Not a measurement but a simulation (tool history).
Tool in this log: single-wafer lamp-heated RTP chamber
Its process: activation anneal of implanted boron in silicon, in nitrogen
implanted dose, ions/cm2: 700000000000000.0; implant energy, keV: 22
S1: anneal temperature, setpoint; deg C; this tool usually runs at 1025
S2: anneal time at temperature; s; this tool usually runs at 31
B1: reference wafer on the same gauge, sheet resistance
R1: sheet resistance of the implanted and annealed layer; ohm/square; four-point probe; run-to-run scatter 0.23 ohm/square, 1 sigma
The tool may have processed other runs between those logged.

run    hour    S1  S2      B1      R1
  1       0  1025  31  175.98   152.4
  2   102.9  1025  31   175.9  152.67
  3   151.9  1025  31  175.99  152.27
  4   250.3  1025  31  175.99  152.16
      375.3  -- pyrometer window cleaned and pyrometer calibrated
  5   443.2  1025  31  175.96  152.06
  6   497.9  1025  31  176.07  151.91
  7     593  1025  31  175.88   151.9
  8   674.6  1025  31  176.05  151.89
  9   721.1  1025  31  176.04  151.72
      750.8  -- pyrometer window cleaned and pyrometer calibrated, repeated, since the last time left the tool worse
 10   767.9  1008  17     176   156.3
 11   859.2  1008  17     176  156.41
 12   941.7  1008  17  175.93  156.12
      959.1  -- gauge calibrated
 13   995.8  1025  31  176.08  152.72
 14  1075.4  1025  25  175.91  152.71
 15    1152  1025  25  175.97   152.9
 16  1206.8   996  26  175.97  156.99
     1270.3  -- reflector plate cleaned
 17  1303.8  1014  31  175.94  153.49
 18  1341.3  1025  31  175.98   152.2
     1362.8  -- pyrometer window cleaned and pyrometer calibrated
 19  1402.7  1011  39  175.96  153.97
 20  1508.8  1007  24  175.92  155.27
 21  1583.2  1025  37  176.02  152.72
 22  1690.5  1025  31  175.99   152.5
 23  1752.1  1014  31  176.01   153.8
 24  1788.9  1004  47  175.89  154.27
 25  1860.5  1004  31  176.03  155.03
     1914.1  -- pyrometer window cleaned and pyrometer calibrated
 26  1957.2  1025  31  176.14  152.32
 27  2038.2  1011  47  176.03  153.42
 28  2113.6  1025  44  176.15  151.89
 29  2220.3  1025  43  176.05  151.78
 30  2293.3  1025  31  176.04  153.02
 31  2381.6  1025  31   175.9  152.52
     2427.4  -- pyrometer window cleaned and pyrometer calibrated
 32  2456.3  1025  23  176.08  153.34
     2505.4  -- reflector plate cleaned
 33  2515.8  1014  45  175.94  153.46
 34  2616.2  1052  17  176.04  152.51
 35  2653.2  1005  26  175.96  155.98

Below are 5 alternative next runs, each starting from the tool's condition after run 35. Predict each:
  A  2653.6  1000  31   ?   ?
  B  2653.6  1015  12   ?   ?
  C  2653.6  1034  48   ?   ?
  D  2653.6   999  39   ?   ?
  E  2653.6  1002  17   ?   ?

run      B1      R1
  A  175.85  156.19
  B  175.85  155.27
  C  175.85  150.89
  D  175.85  155.84
  E  175.85  157.22
Take away the tool's hidden state, keep each run's random variation, and the runs would have read:
run      R1
  A  156.45
  B  155.44
  C  150.98
  D   156.1
  E  157.52

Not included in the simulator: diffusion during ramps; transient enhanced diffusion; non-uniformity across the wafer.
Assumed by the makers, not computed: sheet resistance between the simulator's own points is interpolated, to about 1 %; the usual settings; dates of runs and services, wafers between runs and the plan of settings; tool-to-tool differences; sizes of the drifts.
